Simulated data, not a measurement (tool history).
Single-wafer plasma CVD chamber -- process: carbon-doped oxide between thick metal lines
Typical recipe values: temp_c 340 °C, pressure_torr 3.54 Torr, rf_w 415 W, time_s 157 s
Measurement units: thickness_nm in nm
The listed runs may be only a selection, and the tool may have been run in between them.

run,hour,temp_c,pressure_torr,rf_w,time_s,wafers since the last listed run,hours since the last thermocouple change,hours since the last RF generator calibration,hours since the last manometer calibration,hours since the showerhead was replaced,hours since the gauge calibration,"read-back reference wafer on the same gauge, thickness_nm",thickness_nm
1,0.0,329,3.54,415,157,0,1146.1,1251.1,2155.5,4981.7,294.6,641.300,667.595
2,12.4,340,3.54,415,157,178,1158.5,1263.5,2167.9,4994.1,307.0,640.997,644.302
# hour 13.6: gauge calibrated
3,30.0,340,3.54,415,157,253,1176.1,1281.1,2185.5,5011.7,16.4,640.973,638.670
4,47.7,340,3.54,415,157,254,1193.8,1298.8,2203.2,5029.4,34.1,640.662,644.168
5,65.6,340,3.54,415,157,257,1211.7,1316.7,2221.1,5047.3,52.0,641.203,640.589
6,74.6,340,3.54,415,157,129,1220.7,1325.7,2230.1,5056.3,61.0,641.130,642.051
7,86.8,340,3.54,415,139,175,1232.9,1337.9,2242.3,5068.5,73.2,640.868,567.449
8,104.8,340,3.54,415,139,258,1250.9,1355.9,2260.3,5086.5,91.2,641.032,568.514
# hour 114.9: RF generator calibrated
9,115.4,340,3.54,415,132,37,1261.5,0.5,2270.9,5097.1,101.8,640.729,558.981
# hour 127.8: thermocouple changed; heater temperature recalibrated
10,130.8,340,3.54,415,157,106,3.0,15.9,2286.3,5112.5,117.2,641.696,662.321
11,147.9,340,3.54,415,157,246,20.1,33.0,2303.4,5129.6,134.3,641.329,663.088
12,164.4,340,3.54,415,157,237,36.6,49.5,2319.9,5146.1,150.8,641.218,661.650
13,176.2,350,4.09,340,157,169,48.4,61.3,2331.7,5157.9,162.6,640.408,583.299
14,187.4,340,4.40,465,177,161,59.6,72.5,2342.9,5169.1,173.8,640.503,803.656
15,200.4,340,3.54,415,157,187,72.6,85.5,2355.9,5182.1,186.8,641.670,659.020
16,215.4,332,3.22,455,147,215,87.6,100.5,2370.9,5197.1,201.8,640.848,660.160
17,226.2,340,3.54,415,157,155,98.4,111.3,2381.7,5207.9,212.6,640.627,662.216

Run 18 comes next. What will it give?
18,239.6,340,3.54,415,149,192,111.8,124.7,2395.1,5221.3,226.0,?,?

Run 18 came out at read-back reference wafer on the same gauge, thickness_nm 640.613, thickness_nm 625.476 nm.
Were there no unlogged condition in the tool, this run, its random variation unchanged, would have produced thickness_nm 629.215 nm.
